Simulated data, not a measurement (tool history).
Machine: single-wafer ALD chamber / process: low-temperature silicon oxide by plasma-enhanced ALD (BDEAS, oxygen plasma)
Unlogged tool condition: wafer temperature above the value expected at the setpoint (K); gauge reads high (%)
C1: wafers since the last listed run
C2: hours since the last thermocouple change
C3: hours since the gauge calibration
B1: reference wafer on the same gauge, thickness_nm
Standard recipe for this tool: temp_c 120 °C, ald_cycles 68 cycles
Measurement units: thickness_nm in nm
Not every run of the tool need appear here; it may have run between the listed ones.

Run 1, hour 0.0: usual settings but temp_c 110 °C; C1 0; C2 1487.0; C3 662.7; B1 11.501. Result: thickness_nm 10.170 nm.
Run 2, hour 79.9: usual settings but temp_c 110 °C; C1 357; C2 1566.9; C3 742.6; B1 11.499. Result: thickness_nm 10.194 nm.
Run 3, hour 178.2: usual settings but temp_c 110 °C; C1 440; C2 1665.2; C3 840.9; B1 11.488. Result: thickness_nm 10.156 nm.
Run 4, hour 231.8: usual settings; C1 240; C2 1718.8; C3 894.5; B1 11.490. Result: thickness_nm 9.902 nm.
At hour 283.4: thermocouple changed; heater temperature recalibrated.
Run 5, hour 283.9: usual settings; C1 197; C2 0.5; C3 946.6; B1 11.496. Result: thickness_nm 10.022 nm.
Run 6, hour 364.5: usual settings but ald_cycles 75 cycles; C1 360; C2 81.1; C3 1027.2; B1 11.503. Result: thickness_nm 11.054 nm.
Run 7, hour 408.6: usual settings but ald_cycles 75 cycles; C1 197; C2 125.2; C3 1071.3; B1 11.498. Result: thickness_nm 11.085 nm.
Run 8, hour 502.3: usual settings but ald_cycles 75 cycles; C1 419; C2 218.9; C3 1165.0; B1 11.494. Result: thickness_nm 11.042 nm.
Run 9, hour 594.5: usual settings but ald_cycles 78 cycles; C1 412; C2 311.1; C3 1257.2; B1 11.509. Result: thickness_nm 11.541 nm.
Run 10, hour 694.1: usual settings but ald_cycles 78 cycles; C1 446; C2 410.7; C3 1356.8; B1 11.502. Result: thickness_nm 11.545 nm.
Run 11, hour 791.0: usual settings but ald_cycles 58 cycles; C1 433; C2 507.6; C3 1453.7; B1 11.492. Result: thickness_nm 8.582 nm.
Run 12, hour 1041.0: usual settings but ald_cycles 58 cycles; C1 1119; C2 757.6; C3 1703.7; B1 11.499. Result: thickness_nm 8.560 nm.
Run 13, hour 1100.1: usual settings but ald_cycles 58 cycles; C1 264; C2 816.7; C3 1762.8; B1 11.504. Result: thickness_nm 8.540 nm.
Run 14, hour 1195.5: usual settings; C1 427; C2 912.1; C3 1858.2; B1 11.490. Result: thickness_nm 10.049 nm.
Run 15, hour 1289.2: usual settings but temp_c 114 °C; C1 419; C2 1005.8; C3 1951.9; B1 11.506. Result: thickness_nm 10.151 nm.
Run 16, hour 1350.3: usual settings but temp_c 114 °C; C1 273; C2 1066.9; C3 2013.0; B1 11.508. Result: thickness_nm 10.148 nm.
Run 17, hour 1406.5: usual settings but temp_c 112 °C; C1 251; C2 1123.1; C3 2069.2; B1 11.488. Result: thickness_nm 10.180 nm.
Run 18, hour 1511.8: usual settings but temp_c 112 °C; C1 471; C2 1228.4; C3 2174.5; B1 11.500. Result: thickness_nm 10.093 nm.
Run 19, hour 1594.5: usual settings; C1 370; C2 1311.1; C3 2257.2; B1 11.494. Result: thickness_nm 9.984 nm.
At hour 1627.0: gauge calibrated.
Run 20, hour 1687.3: usual settings; C1 415; C2 1403.9; C3 60.3; B1 11.503. Result: thickness_nm 9.954 nm.
Run 21, hour 1770.8: usual settings but temp_c 115 °C, ald_cycles 63 cycles; C1 373; C2 1487.4; C3 143.8; B1 11.504. Result: thickness_nm 9.299 nm.
Run 22, hour 1839.6: usual settings but ald_cycles 79 cycles; C1 308; C2 1556.2; C3 212.6; B1 11.494. Result: thickness_nm 11.473 nm.
Run 23, hour 1944.4: usual settings but temp_c 129 °C, ald_cycles 59 cycles; C1 469; C2 1661.0; C3 317.4; B1 11.494. Result: thickness_nm 8.425 nm.
Run 24, hour 2014.3: usual settings but temp_c 110 °C; C1 313; C2 1730.9; C3 387.3; B1 11.487. Result: thickness_nm 10.090 nm.
At hour 2261.0: thermocouple changed; heater temperature recalibrated.
Run 25, hour 2309.1: usual settings but temp_c 106 °C, ald_cycles 73 cycles; C1 1284; C2 48.1; C3 682.1; B1 11.498. Result: thickness_nm 11.036 nm.
Run 26, hour 2368.8: usual settings; C1 267; C2 107.8; C3 741.8; B1 11.505. Result: thickness_nm 10.011 nm.
Run 27, hour 2472.2: usual settings; C1 463; C2 211.2; C3 845.2; B1 11.493. Result: thickness_nm 9.992 nm.
Run 28, hour 2540.9: usual settings; C1 307; C2 279.9; C3 913.9; B1 11.493. Result: thickness_nm 10.004 nm.
Run 29, hour 2597.6: usual settings but temp_c 127 °C, ald_cycles 64 cycles; C1 253; C2 336.6; C3 970.6; B1 11.494. Result: thickness_nm 9.283 nm.
Run 30, hour 2657.3: usual settings but ald_cycles 79 cycles; C1 267; C2 396.3; C3 1030.3; B1 11.485. Result: thickness_nm 11.603 nm.
Run 31, hour 2750.7: usual settings but temp_c 105 °C, ald_cycles 59 cycles; C1 418; C2 489.7; C3 1123.7; B1 11.498. Result: thickness_nm 8.957 nm.
Run 32, hour 2825.0: usual settings but temp_c 128 °C, ald_cycles 79 cycles; C1 332; C2 564.0; C3 1198.0; B1 11.505. Result: thickness_nm 11.408 nm.
Run 33, hour 2923.0: usual settings but ald_cycles 63 cycles; C1 438; C2 662.0; C3 1296.0; B1 11.505. Result: thickness_nm 9.255 nm.
Run 34, hour 2980.7: usual settings but temp_c 132 °C, ald_cycles 58 cycles; C1 258; C2 719.7; C3 1353.7; B1 11.491. Result: thickness_nm 8.287 nm.
Run 35, hour 3064.4: usual settings but temp_c 131 °C, ald_cycles 61 cycles; C1 374; C2 803.4; C3 1437.4; B1 11.499. Result: thickness_nm 8.724 nm.
Run 36, hour 3147.1: usual settings but temp_c 114 °C, ald_cycles 56 cycles; C1 370; C2 886.1; C3 1520.1; B1 11.493. Result: thickness_nm 8.318 nm.
Run 37, hour 3240.2: usual settings but ald_cycles 79 cycles; C1 416; C2 979.2; C3 1613.2; B1 11.498. Result: thickness_nm 11.612 nm.
Run 38, hour 3312.9: usual settings but temp_c 113 °C, ald_cycles 59 cycles; C1 325; C2 1051.9; C3 1685.9; B1 11.496. Result: thickness_nm 8.772 nm.
Run 39, hour 3414.0: usual settings but temp_c 115 °C, ald_cycles 63 cycles; C1 452; C2 1153.0; C3 1787.0; B1 11.503. Result: thickness_nm 9.356 nm.
Run 40, hour 3482.8: usual settings but ald_cycles 64 cycles; C1 308; C2 1221.8; C3 1855.8; B1 11.496. Result: thickness_nm 9.415 nm.

Pick out some run-to-run changes in thickness_nm. Of each, how much would a tool without hidden state show as well, from the settings, what came in and chance, and how much is left for the hidden state and any gauge scatter not in both results compared?
Run 4 -> 5: thermocouple changed; heater temperature recalibrated. thickness_nm +0.120 nm: hidden state +0.126, all else -0.006.
Run 10 -> 11: ald_cycles 78 -> 58. thickness_nm -2.963 nm: hidden state -0.004, all else -2.959.
Run 22 -> 23: temp_c 120 -> 129, ald_cycles 79 -> 59. thickness_nm -3.048 nm: hidden state +0.014, all else -3.062.
Run 24 -> 25: temp_c 110 -> 106, ald_cycles 68 -> 73, thermocouple changed; heater temperature recalibrated. thickness_nm +0.946 nm: hidden state +0.086, all else +0.860.
Run 36 -> 37: temp_c 114 -> 120, ald_cycles 56 -> 79. thickness_nm +3.294 nm: hidden state -0.030, all else +3.324.

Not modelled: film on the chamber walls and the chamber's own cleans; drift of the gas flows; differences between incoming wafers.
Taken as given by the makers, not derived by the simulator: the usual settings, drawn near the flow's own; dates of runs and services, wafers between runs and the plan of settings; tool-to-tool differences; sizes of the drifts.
